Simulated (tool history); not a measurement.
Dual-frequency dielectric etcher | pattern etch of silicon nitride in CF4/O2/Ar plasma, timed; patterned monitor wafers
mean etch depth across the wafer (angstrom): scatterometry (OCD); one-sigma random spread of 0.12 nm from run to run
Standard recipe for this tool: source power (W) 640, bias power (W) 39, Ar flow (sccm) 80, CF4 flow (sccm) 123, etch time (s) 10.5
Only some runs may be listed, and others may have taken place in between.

run	day	source power (W)	bias power (W)	Ar flow (sccm)	CF4 flow (sccm)	etch time (s)	wafers since the last listed run	hours since the last wet clean	hours since the last source power generator calibration	hours since the last bias power generator calibration	hours since the last Ar flow controller change	hours since the last CF4 flow controller change	hours since the last upper electrode change	hours since the gauge calibration	read-back reference wafer on the same gauge, depth_nm	mean etch depth across the wafer (angstrom)
1	0.000	640	39	88	123	10.5	0	0.5	3830.1	4186.3	1.9	2329.5	125.1	68.6	21.21	245.1
2	0.558	640	39	80	123	10.5	258	13.9	3843.5	4199.7	15.3	2342.9	138.5	82.0	21.20	247.0
# day 0.742: bias power generator calibrated
3	1.062	640	39	80	104	13.0	156	26.0	3855.6	7.7	27.4	2355.0	150.6	94.1	21.21	300.8
4	1.508	700	39	80	108	10.5	206	36.7	3866.3	18.4	38.1	2365.7	161.3	104.8	21.20	267.1
# day 1.821: source power generator calibrated
# day 2.092: CF4 flow controller replaced
5	2.112	640	39	71	111	10.5	86	51.2	7.0	32.9	52.6	0.5	175.8	119.3	21.20	247.4
6	2.125	740	39	80	123	9.0	5	51.5	7.3	33.2	52.9	0.8	176.1	119.6	21.20	244.4
7	2.704	520	30	80	113	10.5	268	65.4	21.2	47.1	66.8	14.7	190.0	133.5	21.16	187.5
8	2.958	800	39	80	99	11.5	117	71.5	27.3	53.2	72.9	20.8	196.1	139.6	21.21	329.5
9	3.621	720	39	80	123	12.5	307	87.4	43.2	69.1	88.8	36.7	212.0	155.5	21.21	332.5
10	4.129	720	31	80	123	13.0	235	99.6	55.4	81.3	101.0	48.9	224.2	167.7	21.18	323.1
11	4.471	710	43	80	149	10.5	158	107.8	63.6	89.5	109.2	57.1	232.4	175.9	21.16	285.2
12	4.758	640	42	62	123	10.5	133	114.7	70.5	96.4	116.1	64.0	239.3	182.8	21.21	264.2
13	5.075	550	39	87	123	10.5	146	122.3	78.1	104.0	123.7	71.6	246.9	190.4	21.17	213.8
14	5.342	640	35	96	113	10.5	123	128.7	84.5	110.4	130.1	78.0	253.3	196.8	21.21	233.0
15	6.017	600	39	68	123	12.0	313	144.9	100.7	126.6	146.3	94.2	269.5	213.0	21.23	277.0
16	6.662	640	39	99	123	10.5	299	160.4	116.2	142.1	161.8	109.7	285.0	228.5	21.22	239.6
17	7.217	640	39	80	141	10.5	257	173.7	129.5	155.4	175.1	123.0	298.3	241.8	21.21	251.3
18	7.604	640	43	80	123	10.5	179	183.0	138.8	164.7	184.4	132.3	307.6	251.1	21.19	252.2

Run 19 is up next; what results do you expect?
19	8.079	790	33	80	147	10.5	220	194.4	150.2	176.1	195.8	143.7	319.0	262.5	?	?

read-back reference wafer on the same gauge, depth_nm: 21.21
mean etch depth across the wafer (angstrom): 292.6
With no hidden state in the tool, this same run would have given mean etch depth across the wafer (angstrom) 292.6.

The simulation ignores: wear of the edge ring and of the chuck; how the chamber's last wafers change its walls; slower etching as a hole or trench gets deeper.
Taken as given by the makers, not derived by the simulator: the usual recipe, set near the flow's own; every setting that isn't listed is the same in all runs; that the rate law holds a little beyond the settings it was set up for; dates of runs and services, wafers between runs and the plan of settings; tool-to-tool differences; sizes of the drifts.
